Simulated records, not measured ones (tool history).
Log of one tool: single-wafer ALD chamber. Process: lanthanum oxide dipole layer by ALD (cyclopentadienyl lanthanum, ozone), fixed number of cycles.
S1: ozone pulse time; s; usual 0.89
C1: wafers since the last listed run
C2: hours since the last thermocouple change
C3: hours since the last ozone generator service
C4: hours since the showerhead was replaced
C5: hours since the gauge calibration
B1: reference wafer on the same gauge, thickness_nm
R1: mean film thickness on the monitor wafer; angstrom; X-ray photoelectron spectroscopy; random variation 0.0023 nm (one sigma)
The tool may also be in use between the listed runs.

| run | hour | S1 | C1 | C2 | C3 | C4 | C5 | B1 | R1 |
|---|---|---|---|---|---|---|---|---|---|
| 1 | 0 | 0.89 | 0 | 2080.1 | 1193.9 | 4957.3 | 688.1 | 0.475 | 4.29 |
| 2 | 14.1 | 0.89 | 176 | 2094.2 | 1208 | 4971.4 | 702.2 | 0.474 | 4.34 |
| 3 | 41.9 | 0.89 | 348 | 2122 | 1235.8 | 4999.2 | 730 | 0.474 | 4.32 |
| 4 | 59.5 | 0.62 | 220 | 2139.6 | 1253.4 | 5016.8 | 747.6 | 0.473 | 3.67 |
| 5 | 84.2 | 0.62 | 310 | 2164.3 | 1278.1 | 5041.5 | 772.3 | 0.473 | 3.66 |
| 6 | 101.4 | 0.62 | 215 | 2181.5 | 1295.3 | 5058.7 | 789.5 | 0.474 | 3.67 |
| 7 | 150.9 | 0.76 | 621 | 2231 | 1344.8 | 5108.2 | 839 | 0.473 | 4.03 |
| 8 | 170.9 | 0.76 | 251 | 2251 | 1364.8 | 5128.2 | 859 | 0.471 | 4.03 |
| 9 | 190.1 | 0.98 | 240 | 2270.2 | 1384 | 5147.4 | 878.2 | 0.471 | 4.46 |
| 10 | 224.8 | 0.98 | 435 | 2304.9 | 1418.7 | 5182.1 | 912.9 | 0.471 | 4.42 |
| 11 | 246.5 | 0.89 | 272 | 2326.6 | 1440.4 | 5203.8 | 934.6 | 0.47 | 4.31 |
| 12 | 262.6 | 0.89 | 202 | 2342.7 | 1456.5 | 5219.9 | 950.7 | 0.47 | 4.31 |
|  | 288.5 | thermocouple changed; heater temperature recalibrated |
| 13 | 294 | 0.89 | 293 | 5.5 | 1487.9 | 5251.3 | 982.1 | 0.47 | 4.27 |
| 14 | 310.2 | 0.97 | 203 | 21.7 | 1504.1 | 5267.5 | 998.3 | 0.469 | 4.39 |
|  | 315.5 | gauge calibrated |
| 15 | 345.5 | 1.03 | 443 | 57 | 1539.4 | 5302.8 | 30 | 0.492 | 4.79 |
|  | 355.5 | showerhead replaced |
| 16 | 368.1 | 1.03 | 183 | 79.6 | 1562 | 12.6 | 52.6 | 0.491 | 4.74 |
|  | 382.8 | ozone generator serviced |
| 17 | 387.5 | 1.13 | 143 | 99 | 4.7 | 32 | 72 | 0.491 | 4.86 |
| 18 | 493.3 | 0.58 | 1327 | 204.8 | 110.5 | 137.8 | 177.8 | 0.489 | 3.64 |
| 19 | 540.9 | 0.78 | 597 | 252.4 | 158.1 | 185.4 | 225.4 | 0.488 | 4.25 |
| 20 | 567.7 | 1.09 | 336 | 279.2 | 184.9 | 212.2 | 252.2 | 0.488 | 4.73 |
| 21 | 586 | 1.19 | 229 | 297.5 | 203.2 | 230.5 | 270.5 | 0.488 | 4.89 |
| 22 | 618.7 | 0.89 | 410 | 330.2 | 235.9 | 263.2 | 303.2 | 0.486 | 4.48 |
| 23 | 634.1 | 1.16 | 193 | 345.6 | 251.3 | 278.6 | 318.6 | 0.485 | 4.83 |
| 24 | 663.2 | 0.61 | 365 | 374.7 | 280.4 | 307.7 | 347.7 | 0.485 | 3.72 |
| 25 | 696.1 | 0.6 | 412 | 407.6 | 313.3 | 340.6 | 380.6 | 0.487 | 3.69 |
| 26 | 715.2 | 1.05 | 239 | 426.7 | 332.4 | 359.7 | 399.7 | 0.486 | 4.65 |
| 27 | 740.3 | 0.56 | 315 | 451.8 | 357.5 | 384.8 | 424.8 | 0.483 | 3.5 |
| 28 | 755 | 1.08 | 184 | 466.5 | 372.2 | 399.5 | 439.5 | 0.483 | 4.7 |
| 29 | 788.6 | 0.65 | 421 | 500.1 | 405.8 | 433.1 | 473.1 | 0.483 | 3.85 |
| 30 | 813.1 | 0.89 | 307 | 524.6 | 430.3 | 457.6 | 497.6 | 0.482 | 4.42 |
| 31 | 829.8 | 0.55 | 209 | 541.3 | 447 | 474.3 | 514.3 | 0.482 | 3.47 |
| 32 | 851.6 | 0.89 | 273 | 563.1 | 468.8 | 496.1 | 536.1 | 0.482 | 4.43 |

Forecast each of these 3 alternatives for the next run:
| A | 852 | 0.79 | 5 | 563.5 | 469.2 | 496.5 | 536.5 | ? | ? |
| B | 852 | 0.75 | 5 | 563.5 | 469.2 | 496.5 | 536.5 | ? | ? |
| C | 852 | 1.23 | 5 | 563.5 | 469.2 | 496.5 | 536.5 | ? | ? |

| run | B1 | R1 |
|---|---|---|
| A | 0.481 | 4.2 |
| B | 0.481 | 4.1 |
| C | 0.481 | 4.86 |
Without the tool's hidden state the same runs would have given:
| run | R1 |
|---|---|
| A | 4.27 |
| B | 4.17 |
| C | 4.95 |
